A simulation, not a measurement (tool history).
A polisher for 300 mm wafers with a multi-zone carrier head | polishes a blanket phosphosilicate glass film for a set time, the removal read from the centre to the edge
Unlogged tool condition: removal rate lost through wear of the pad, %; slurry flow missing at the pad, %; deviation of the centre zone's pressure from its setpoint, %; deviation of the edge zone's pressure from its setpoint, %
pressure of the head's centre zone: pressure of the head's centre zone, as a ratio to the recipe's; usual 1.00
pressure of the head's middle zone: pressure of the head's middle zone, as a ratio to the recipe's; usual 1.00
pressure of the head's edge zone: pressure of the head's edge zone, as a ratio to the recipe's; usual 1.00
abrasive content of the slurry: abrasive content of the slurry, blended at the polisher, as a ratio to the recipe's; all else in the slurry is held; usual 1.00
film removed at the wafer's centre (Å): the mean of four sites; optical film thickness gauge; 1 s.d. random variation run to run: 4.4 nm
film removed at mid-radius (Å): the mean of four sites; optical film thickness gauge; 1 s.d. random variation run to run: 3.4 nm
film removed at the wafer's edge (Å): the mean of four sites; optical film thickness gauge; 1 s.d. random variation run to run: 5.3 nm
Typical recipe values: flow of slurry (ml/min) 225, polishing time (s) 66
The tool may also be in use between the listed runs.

run	hour	flow of slurry (ml/min)	pressure of the head's centre zone	pressure of the head's middle zone	pressure of the head's edge zone	abrasive content of the slurry	polishing time (s)	wafers since the last listed run	wafers polished on this pad	hours since the slurry nozzle was cleaned	hours since the centre zone pressure was calibrated	hours since the edge zone pressure was calibrated	hours since the carrier head's membrane was replaced	incoming thickness of the incoming film, nm	film removed at the wafer's centre (Å)	film removed at mid-radius (Å)	film removed at the wafer's edge (Å)
1	0.0	225	1.00	1.00	1.00	1.00	66	0	1646	17.3	357.6	1104.1	886.7	3159.3	4881	4888	4760
2	57.6	225	1.00	1.00	0.91	1.00	54	341	1988	74.9	415.2	1161.7	944.3	3125.2	3992	4002	3770
# hour 68.3: edge zone pressure recalibrated
3	154.2	225	1.00	1.00	1.00	1.00	66	561	2549	171.5	511.8	85.9	1040.9	3152.6	4857	4840	4722
4	244.8	190	1.00	1.00	0.93	1.00	66	537	3086	262.1	602.4	176.5	1131.5	3103.9	4704	4699	4476
5	331.3	225	1.08	1.00	1.11	0.75	66	512	3599	348.6	688.9	263.0	1218.0	3172.0	4302	3997	4124
# hour 367.4: centre zone pressure recalibrated
6	367.9	225	0.97	1.04	1.00	1.00	66	205	3804	385.2	0.5	299.6	1254.6	3157.5	4625	4903	4760
# hour 405.7: worn pad replaced by a new one
7	420.5	225	1.00	0.90	1.00	1.25	66	288	87	437.8	53.1	352.2	1307.2	3171.3	5769	5357	5723
# hour 437.3: carrier head's membrane replaced by a new one
8	514.8	225	1.00	1.00	1.00	1.00	66	529	617	532.1	147.4	446.5	77.5	3093.7	4977	4972	4912
9	591.4	225	1.00	1.00	1.00	1.00	66	454	1071	608.7	224.0	523.1	154.1	3099.9	4925	4922	4868
10	698.6	205	1.00	1.04	1.07	0.75	66	635	1707	715.9	331.2	630.3	261.3	3117.7	3887	4071	4002
11	767.5	225	0.92	1.00	0.88	1.00	66	408	2115	784.8	400.1	699.2	330.2	3134.2	4428	4874	4458
# hour 791.3: slurry nozzle cleaned
12	864.0	225	1.00	1.08	1.00	1.00	66	566	2682	72.7	496.6	795.7	426.7	3075.9	4772	5044	4667
13	960.5	225	1.00	1.06	1.00	1.00	66	572	3254	169.2	593.1	892.2	523.2	3180.0	4703	4987	4674
# hour 976.0: worn pad replaced by a new one
# hour 1005.1: edge zone pressure recalibrated
14	1042.2	225	1.03	1.09	1.00	1.15	66	448	380	250.9	674.8	37.1	604.9	3125.6	5711	5847	5377
15	1082.8	175	1.09	1.00	1.00	0.80	66	240	621	291.5	715.4	77.7	645.5	3145.1	4558	4228	4217
# hour 1093.7: centre zone pressure recalibrated
16	1159.0	225	1.00	1.00	1.00	1.00	66	440	1061	367.7	65.3	153.9	721.7	3176.9	5024	4899	4882
17	1203.3	225	1.00	0.93	1.09	1.00	66	262	1324	412.0	109.6	198.2	766.0	3118.4	4928	4677	4996
18	1292.7	225	0.97	1.00	1.08	1.00	44	530	1854	501.4	199.0	287.6	855.4	3128.6	3120	3252	3304
19	1331.2	225	1.00	1.00	1.00	1.00	66	228	2082	539.9	237.5	326.1	893.9	3138.5	4876	4794	4797
20	1431.1	225	1.00	0.94	1.09	1.00	66	592	2675	639.8	337.4	426.0	993.8	3091.0	4885	4663	4993
21	1518.1	300	1.00	1.00	1.00	1.00	66	515	3191	726.8	424.4	513.0	1080.8	3098.7	4994	5053	4884
22	1595.1	225	1.04	0.97	1.05	1.00	66	456	3647	803.8	501.4	590.0	1157.8	3145.7	4995	4694	4958

Had the tool no unlogged condition, and each run kept its random variation, what would the results have been?
run	film removed at the wafer's centre (Å)	film removed at mid-radius (Å)	film removed at the wafer's edge (Å)
1	5201	5208	5071
2	4274	4285	4035
3	5228	5209	5083
4	5079	5074	4833
5	4654	4324	4461
6	5007	5308	5153
7	5869	5450	5823
8	5196	5191	5128
9	5214	5210	5153
10	4166	4364	4290
11	4770	5251	4803
12	5166	5460	5052
13	5106	5415	5075
14	5864	6003	5521
15	4726	4384	4372
16	5282	5150	5133
17	5212	4947	5284
18	3329	3469	3525
19	5217	5129	5132
20	5253	5014	5369
21	5384	5448	5267
22	5395	5070	5355

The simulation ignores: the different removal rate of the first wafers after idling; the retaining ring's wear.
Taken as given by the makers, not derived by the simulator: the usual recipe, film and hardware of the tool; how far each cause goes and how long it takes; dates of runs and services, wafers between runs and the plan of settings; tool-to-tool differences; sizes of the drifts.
